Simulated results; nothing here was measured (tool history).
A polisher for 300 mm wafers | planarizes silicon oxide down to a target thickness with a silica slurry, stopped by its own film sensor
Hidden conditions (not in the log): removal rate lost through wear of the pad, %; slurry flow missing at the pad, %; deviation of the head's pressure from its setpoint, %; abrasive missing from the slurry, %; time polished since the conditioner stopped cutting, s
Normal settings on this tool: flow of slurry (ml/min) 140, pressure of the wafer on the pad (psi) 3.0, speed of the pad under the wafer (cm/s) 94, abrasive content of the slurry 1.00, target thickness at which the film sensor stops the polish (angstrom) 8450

run	day	flow of slurry (ml/min)	pressure of the wafer on the pad (psi)	speed of the pad under the wafer (cm/s)	abrasive content of the slurry	target thickness at which the film sensor stops the polish (angstrom)	wafers since the last listed run	wafers polished on this pad	hours since the slurry nozzle was cleaned	hours since the head pressure was calibrated	hours since the slurry blender was calibrated	hours since the conditioning disc was replaced	incoming thickness of the incoming film, nm	time until the film sensor stopped the polish (s)
1	0.000	165	2.5	94	1.00	8450	0	806	530.5	1452.2	286.4	53.1	1072.8	132.5
2	0.317	140	3.0	94	1.00	8450	66	873	538.1	1459.8	294.0	60.7	1073.6	125.2
3	0.721	140	3.0	94	1.00	8450	85	959	547.8	1469.5	303.7	70.4	1063.7	121.3
# day 1.208: slurry nozzle cleaned
4	1.250	140	3.0	94	1.00	8450	103	1062	1.0	1482.2	316.4	83.1	1081.8	130.8
5	1.767	140	3.0	94	1.00	8450	109	1171	13.4	1494.6	328.8	95.5	1076.3	128.8
# day 1.938: slurry blender recalibrated
# day 2.096: worn pad replaced by a new one
# day 3.479: head pressure recalibrated
6	3.642	125	3.0	94	1.00	8780	326	308	58.4	3.9	40.9	140.5	1077.1	111.2
7	4.029	140	3.4	94	0.75	8450	81	390	67.7	13.2	50.2	149.8	1074.5	159.6
8	4.575	140	3.0	118	1.00	7680	115	506	80.8	26.3	63.3	162.9	1071.2	144.3
9	4.883	140	3.0	110	1.00	8450	65	571	88.2	33.7	70.7	170.3	1082.7	121.8
10	5.325	170	3.0	84	1.00	8980	93	664	98.8	44.3	81.3	180.9	1096.2	118.7
11	5.738	105	3.8	94	0.70	8450	87	751	108.7	54.2	91.2	190.8	1072.6	181.3
# day 7.504: worn pad replaced by a new one
12	7.617	165	3.0	76	0.85	8450	362	24	153.8	99.3	136.3	235.9	1092.0	172.7
13	7.879	95	2.7	94	1.00	8180	55	79	160.1	105.6	142.6	242.2	1080.8	164.5
14	8.383	140	3.0	94	1.00	8450	106	186	172.2	117.7	154.7	254.3	1079.2	127.6
15	8.779	140	3.0	94	1.00	8450	83	269	181.7	127.2	164.2	263.8	1098.0	142.6
16	9.250	140	3.8	94	1.00	7920	99	369	193.0	138.5	175.5	275.1	1105.4	158.7
# day 9.733: conditioning disc replaced and pad reconditioned
17	9.971	140	3.0	94	1.00	8450	134	504	210.3	155.8	192.8	5.7	1073.8	119.2
18	10.254	140	3.6	94	1.00	8450	59	564	217.1	162.6	199.6	12.5	1088.8	114.1
19	10.771	140	3.3	94	1.00	8450	109	673	229.5	175.0	212.0	24.9	1092.8	123.6
20	11.462	140	3.5	116	1.00	8450	146	819	246.1	191.6	228.6	41.5	1095.7	107.9
21	12.100	140	3.0	118	1.00	8450	134	954	261.4	206.9	243.9	56.8	1082.2	109.6
# day 12.421: worn pad replaced by a new one
22	12.842	140	2.2	122	1.10	8450	121	89	279.2	224.7	261.7	74.6	1062.2	102.0
23	13.562	140	4.0	94	0.75	8450	152	241	296.5	242.0	279.0	91.9	1070.9	130.3
24	14.212	140	3.0	94	1.00	8450	137	379	312.1	257.6	294.6	107.5	1058.7	118.0
25	14.688	140	3.0	94	1.00	8160	100	479	323.5	269.0	306.0	118.9	1079.1	143.4

What will run 26 give?
26	15.221	140	3.9	94	1.00	8450	112	592	336.3	281.8	318.8	131.7	1072.5	?

For run 26 the tool returned time until the film sensor stopped the polish (s) 109.0.
If the tool had no hidden condition, the same run with the same run-to-run variation would have returned time until the film sensor stopped the polish (s) 87.6.

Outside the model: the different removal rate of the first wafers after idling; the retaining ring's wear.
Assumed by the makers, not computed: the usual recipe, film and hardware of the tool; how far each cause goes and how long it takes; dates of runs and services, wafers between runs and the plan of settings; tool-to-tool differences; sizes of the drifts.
